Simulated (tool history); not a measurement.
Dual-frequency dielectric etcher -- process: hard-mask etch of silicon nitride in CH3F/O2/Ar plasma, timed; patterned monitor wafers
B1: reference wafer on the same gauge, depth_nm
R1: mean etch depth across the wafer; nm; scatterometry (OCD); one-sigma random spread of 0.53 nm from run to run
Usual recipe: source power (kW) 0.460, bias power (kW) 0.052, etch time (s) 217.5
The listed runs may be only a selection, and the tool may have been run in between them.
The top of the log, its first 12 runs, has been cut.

{"run": 13, "hour": 414.1, "source power (kW)": 0.46, "bias power (kW)": 0.047, "etch time (s)": 158.0, "B1": 127.0, "R1": 96.3}
{"run": 14, "hour": 433.9, "source power (kW)": 0.4, "bias power (kW)": 0.043, "etch time (s)": 194.5, "B1": 127.0, "R1": 107.6}
{"run": 15, "hour": 466.2, "source power (kW)": 0.38, "bias power (kW)": 0.04, "etch time (s)": 270.0, "B1": 127.0, "R1": 143.3}
{"run": 16, "hour": 489.4, "source power (kW)": 0.34, "bias power (kW)": 0.064, "etch time (s)": 251.0, "B1": 127.0, "R1": 144.6}
{"run": 17, "hour": 522.3, "source power (kW)": 0.46, "bias power (kW)": 0.052, "etch time (s)": 217.5, "B1": 127.1, "R1": 135.8}
{"run": 18, "hour": 552.1, "source power (kW)": 0.52, "bias power (kW)": 0.044, "etch time (s)": 274.0, "B1": 127.0, "R1": 172.6}
{"hour": 559.1, "done": "source power generator calibrated"}
{"run": 19, "hour": 573.6, "source power (kW)": 0.46, "bias power (kW)": 0.052, "etch time (s)": 153.0, "B1": 126.9, "R1": 95.4}
{"hour": 595.1, "done": "bias power generator calibrated"}
{"run": 20, "hour": 595.6, "source power (kW)": 0.37, "bias power (kW)": 0.042, "etch time (s)": 277.5, "B1": 127.0, "R1": 144.9}
{"run": 21, "hour": 612.8, "source power (kW)": 0.38, "bias power (kW)": 0.047, "etch time (s)": 165.0, "B1": 127.0, "R1": 90.8}
{"run": 22, "hour": 639.6, "source power (kW)": 0.46, "bias power (kW)": 0.052, "etch time (s)": 217.5, "B1": 127.1, "R1": 134.9}
{"run": 23, "hour": 661.0, "source power (kW)": 0.46, "bias power (kW)": 0.052, "etch time (s)": 217.5, "B1": 127.1, "R1": 135.4}
{"run": 24, "hour": 683.7, "source power (kW)": 0.46, "bias power (kW)": 0.052, "etch time (s)": 217.5, "B1": 127.0, "R1": 135.4}
{"run": 25, "hour": 695.8, "source power (kW)": 0.38, "bias power (kW)": 0.043, "etch time (s)": 217.5, "B1": 127.1, "R1": 115.5}
{"hour": 725.6, "done": "wet clean of the chamber"}
{"run": 26, "hour": 729.6, "source power (kW)": 0.46, "bias power (kW)": 0.052, "etch time (s)": 217.5, "B1": 127.1, "R1": 137.3}
{"run": 27, "hour": 753.6, "source power (kW)": 0.46, "bias power (kW)": 0.041, "etch time (s)": 217.5, "B1": 127.0, "R1": 127.6}

What does the tool deliver on the next run?
{"run": 28, "hour": 782.3, "source power (kW)": 0.46, "bias power (kW)": 0.058, "etch time (s)": 217.5, "B1": "?", "R1": "?"}

Run 28 came out at B1 127.0, R1 141.4 nm.
Take away the tool's hidden state, keep the run-to-run variation as it was, and the same run would have given R1 141.8 nm.

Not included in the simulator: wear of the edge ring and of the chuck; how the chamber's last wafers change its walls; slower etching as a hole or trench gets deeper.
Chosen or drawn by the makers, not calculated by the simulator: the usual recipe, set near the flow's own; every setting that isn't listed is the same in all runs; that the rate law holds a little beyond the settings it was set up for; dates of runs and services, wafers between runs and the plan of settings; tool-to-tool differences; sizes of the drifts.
